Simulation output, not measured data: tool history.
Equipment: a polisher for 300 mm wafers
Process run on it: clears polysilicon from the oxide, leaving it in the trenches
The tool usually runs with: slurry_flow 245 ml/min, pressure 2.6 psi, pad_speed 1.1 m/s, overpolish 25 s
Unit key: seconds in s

run,hour,slurry_flow,pressure,pad_speed,overpolish,wafers since the last listed run,wafers polished on this pad,hours since the slurry nozzle was cleaned,hours since the head pressure was calibrated,"incoming thickness of the incoming film, nm",seconds
1,0,245,2.6,1.1,25,0,66,443.4,965.1,754.2,60.4
2,12,280,2.6,1.1,25,97,163,455.4,977.1,743.8,63
3,28.5,280,2.6,1.1,25,134,298,471.9,993.6,752,65.1
4,39.1,245,2.6,1.1,25,86,384,482.5,1004.2,753.5,66
5,55.4,245,2.6,1.1,25,132,516,498.8,1020.5,737,68.4
6,72.2,245,2.6,1.1,25,136,653,515.6,1037.3,736.7,67.9
7,78.4,285,2.9,1.1,25,50,704,521.8,1043.5,741,63.5
8,86.4,195,2.6,1.26,25,65,769,529.8,1051.5,732.5,60.8
# hour 88.7: slurry nozzle cleaned
9,93.5,315,2.6,0.96,25,49,819,4.8,1058.6,744.2,75.9
# hour 105.2: head pressure recalibrated
10,105.7,245,2.6,1.26,25,83,902,17,0.5,735.8,60
11,115.8,245,2.6,1.1,25,82,984,27.1,10.6,745.8,70.8
12,131.6,245,2.6,0.92,30,128,1112,42.9,26.4,736.6,80.9
# hour 138.4: worn pad replaced by a new one
13,149.3,175,2.6,0.98,25,111,88,60.6,44.1,743,73.2
14,163.7,245,2.6,0.9,25,117,205,75,58.5,736,75.6
15,170.7,315,2.6,0.96,25,56,262,82,65.5,738.5,72.7
16,179.1,245,2.6,1.1,25,68,331,90.4,73.9,751.6,66.9
17,189.4,245,2.6,1.22,25,83,414,100.7,84.2,730.2,61.4

Table of differences, measured result less the result of that run with no hidden state. Run-to-run variation is the same in both. Gauge scatter possibly is not:
Hidden conditions of the tool in this case: removal rate lost through wear of the pad, %; slurry flow missing at the pad, %; deviation of the head's pressure from its setpoint, %.
run,seconds
1,+1.2
2,+2.6
3,+4.2
4,+5
5,+6.1
6,+6.8
7,+6.5
8,+6.4
9,+8.3
10,+6.8
11,+8.1
12,+9.6
13,+2.7
14,+4.6
15,+5.2
16,+5.5
17,+5.6
